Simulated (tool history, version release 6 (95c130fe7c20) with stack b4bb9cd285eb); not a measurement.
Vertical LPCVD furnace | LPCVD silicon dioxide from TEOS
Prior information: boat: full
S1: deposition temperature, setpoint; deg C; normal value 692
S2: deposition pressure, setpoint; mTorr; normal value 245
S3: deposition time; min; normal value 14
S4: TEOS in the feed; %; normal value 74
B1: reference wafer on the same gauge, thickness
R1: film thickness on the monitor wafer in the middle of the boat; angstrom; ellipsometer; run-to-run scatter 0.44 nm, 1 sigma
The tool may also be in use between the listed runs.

run	hour	S1	S2	S3	S4	B1	R1
1	0	692	245	14	74	94.76	813
2	194.3	692	245	14	74	96.06	822.2
3	321.3	692	245	14	74	96.68	824.1
4	412.2	692	245	14	74	96.93	832.1
5	508.6	692	245	14	74	97.24	831.8
6	551.8	692	245	14	74	97.45	836.5
7	658.8	689	245	14	82	97.63	819.1
8	738.2	692	245	14	74	97.69	838.4
9	775.6	692	245	14	74	97.75	842.6
10	854.6	692	245	14	74	97.87	835
11	900.8	692	245	15.5	74	97.91	934.7
12	1004.9	692	245	15.5	74	98.04	933.8
# hour 1096.3: gauge calibrated
13	1112	692	200	14	85	93.64	773.2
# hour 1224.7: pressure gauge zeroed
14	1225.2	692	245	15.5	74	94.74	894.4
15	1272.9	692	245	14	74	95.11	824.7
16	1375.3	701	245	14	74	95.87	1013
# hour 1552.7: TEOS flow controller replaced
# hour 1647.4: thermocouples replaced and temperature profile calibrated
17	1647.9	692	245	10	74	96.94	592.1
18	1716.2	692	245	14	74	97.12	824.4
19	1763.9	685	245	14	87	97.28	754.4
20	1849.5	689	185	16.5	68	97.43	762.9
21	2106.1	692	245	14	74	97.64	836.6
22	2144.3	692	285	14	78	97.87	925
23	2231.9	692	245	14	74	97.91	831
24	2285.3	692	245	14	79	97.82	865.2

3 ways to go on from here, each from the tool as it stands after run 24. What would each give?
A	2289.9	692	245	12	74	?	?
B	2289.9	692	245	9.5	60	?	?
C	2289.9	692	205	16.5	74	?	?

run	B1	R1
A	97.83	716.6
B	97.83	510.9
C	97.83	901.4
With no hidden state in the tool, these same runs would have given:
run	R1
A	679.5
B	484.4
C	854.7
